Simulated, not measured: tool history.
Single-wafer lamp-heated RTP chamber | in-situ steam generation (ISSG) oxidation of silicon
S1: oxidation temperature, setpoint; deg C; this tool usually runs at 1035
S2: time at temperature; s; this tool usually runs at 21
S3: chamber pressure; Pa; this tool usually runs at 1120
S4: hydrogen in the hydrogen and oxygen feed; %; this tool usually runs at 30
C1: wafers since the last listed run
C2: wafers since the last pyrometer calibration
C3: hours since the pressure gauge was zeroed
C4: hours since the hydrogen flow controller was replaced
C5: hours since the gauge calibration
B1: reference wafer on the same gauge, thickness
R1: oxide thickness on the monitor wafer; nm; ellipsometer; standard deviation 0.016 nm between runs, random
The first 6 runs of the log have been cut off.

Run 7, hour 125.1: usual settings; C1 294; C2 975; C3 2013.7; C4 6266.7; C5 361.0; B1 6.353. Result: R1 7.368 nm.
Run 8, hour 154.7: usual settings but S4 32 %; C1 265; C2 1240; C3 2043.3; C4 6296.3; C5 390.6; B1 6.350. Result: R1 7.495 nm.
Run 9, hour 184.2: usual settings; C1 264; C2 1505; C3 2072.8; C4 6325.8; C5 420.1; B1 6.350. Result: R1 7.371 nm.
Run 10, hour 213.8: usual settings but S1 1023 deg C; C1 265; C2 1770; C3 2102.4; C4 6355.4; C5 449.7; B1 6.352. Result: R1 6.940 nm.
Run 11, hour 238.3: usual settings but S1 1023 deg C; C1 219; C2 1990; C3 2126.9; C4 6379.9; C5 474.2; B1 6.348. Result: R1 6.959 nm.
Run 12, hour 257.1: usual settings but S1 1023 deg C; C1 168; C2 2159; C3 2145.7; C4 6398.7; C5 493.0; B1 6.349. Result: R1 6.964 nm.
At hour 281.2: hydrogen flow controller replaced.
Run 13, hour 281.7: usual settings but S1 1027 deg C; C1 148; C2 2307; C3 2170.3; C4 0.5; C5 517.6; B1 6.353. Result: R1 7.106 nm.
Run 14, hour 297.5: usual settings but S1 1027 deg C; C1 141; C2 2449; C3 2186.1; C4 16.3; C5 533.4; B1 6.354. Result: R1 7.112 nm.
Run 15, hour 320.0: usual settings but S1 1027 deg C; C1 201; C2 2651; C3 2208.6; C4 38.8; C5 555.9; B1 6.347. Result: R1 7.121 nm.
Run 16, hour 342.9: usual settings but S2 14 s, S3 1213 Pa; C1 205; C2 2856; C3 2231.5; C4 61.7; C5 578.8; B1 6.351. Result: R1 6.020 nm.
Run 17, hour 374.4: usual settings but S2 27 s; C1 282; C2 3139; C3 2263.0; C4 93.2; C5 610.3; B1 6.353. Result: R1 8.427 nm.
Run 18, hour 394.7: usual settings but S2 29 s; C1 182; C2 3321; C3 2283.3; C4 113.5; C5 630.6; B1 6.352. Result: R1 8.743 nm.
At hour 411.0: pyrometer window cleaned and pyrometer calibrated.
Run 19, hour 415.3: usual settings but S1 1018 deg C; C1 112; C2 38; C3 2303.9; C4 134.1; C5 651.2; B1 6.350. Result: R1 6.846 nm.
Run 20, hour 429.0: usual settings; C1 122; C2 161; C3 2317.6; C4 147.8; C5 664.9; B1 6.353. Result: R1 7.478 nm.
Run 21, hour 460.0: usual settings but S1 1029 deg C, S2 14 s, S3 1027 Pa, S4 32 %; C1 278; C2 439; C3 2348.6; C4 178.8; C5 695.9; B1 6.351. Result: R1 6.128 nm.
Run 22, hour 493.0: usual settings; C1 295; C2 735; C3 2381.6; C4 211.8; C5 728.9; B1 6.351. Result: R1 7.514 nm.
At hour 517.2: pressure gauge zeroed.
At hour 524.2: pyrometer window cleaned and pyrometer calibrated, repeated, since the last time left the tool worse.
Run 23, hour 526.1: usual settings but S3 1173 Pa, S4 32 %; C1 161; C2 16; C3 8.9; C4 244.9; C5 762.0; B1 6.351. Result: R1 7.391 nm.
Run 24, hour 554.8: usual settings but S3 1200 Pa; C1 257; C2 273; C3 37.6; C4 273.6; C5 790.7; B1 6.347. Result: R1 7.269 nm.
Run 25, hour 579.7: usual settings but S1 1048 deg C, S2 13 s, S3 987 Pa, S4 32 %; C1 223; C2 497; C3 62.5; C4 298.5; C5 815.6; B1 6.354. Result: R1 6.379 nm.
At hour 582.2: gauge calibrated.
Run 26, hour 607.0: usual settings but S1 1041 deg C, S2 24 s, S3 1040 Pa, S4 27 %; C1 244; C2 742; C3 89.8; C4 325.8; C5 24.8; B1 6.356. Result: R1 7.963 nm.
Run 27, hour 637.2: usual settings but S3 987 Pa, S4 21 %; C1 270; C2 1012; C3 120.0; C4 356.0; C5 55.0; B1 6.347. Result: R1 6.790 nm.
Run 28, hour 670.9: usual settings but S2 24 s, S4 32 %; C1 302; C2 1315; C3 153.7; C4 389.7; C5 88.7; B1 6.351. Result: R1 8.032 nm.
Run 29, hour 699.5: usual settings but S1 1017 deg C, S4 23 %; C1 256; C2 1571; C3 182.3; C4 418.3; C5 117.3; B1 6.348. Result: R1 6.354 nm.
Run 30, hour 723.3: usual settings but S1 1048 deg C; C1 213; C2 1785; C3 206.1; C4 442.1; C5 141.1; B1 6.344. Result: R1 7.975 nm.
Run 31, hour 754.3: usual settings but S1 1018 deg C; C1 278; C2 2063; C3 237.1; C4 473.1; C5 172.1; B1 6.349. Result: R1 6.841 nm.

Predict each of these 3 candidate next runs independently; none follows another, all start after run 31:
Run A, hour 754.7: usual settings but S3 1280 Pa; C1 3; C2 2066; C3 237.5; C4 473.5; C5 172.5; B1 ?. Result: R1 ?.
Run B, hour 754.7: usual settings but S1 1019 deg C, S4 24 %; C1 3; C2 2066; C3 237.5; C4 473.5; C5 172.5; B1 ?. Result: R1 ?.
Run C, hour 754.7: usual settings but S2 18 s; C1 3; C2 2066; C3 237.5; C4 473.5; C5 172.5; B1 ?. Result: R1 ?.

run     B1     R1
  A  6.354  7.241
  B  6.354  6.462
  C  6.354  6.848
With no hidden state in the tool, these same runs would have given:
run     R1
  A  7.128
  B  6.370
  C  6.744
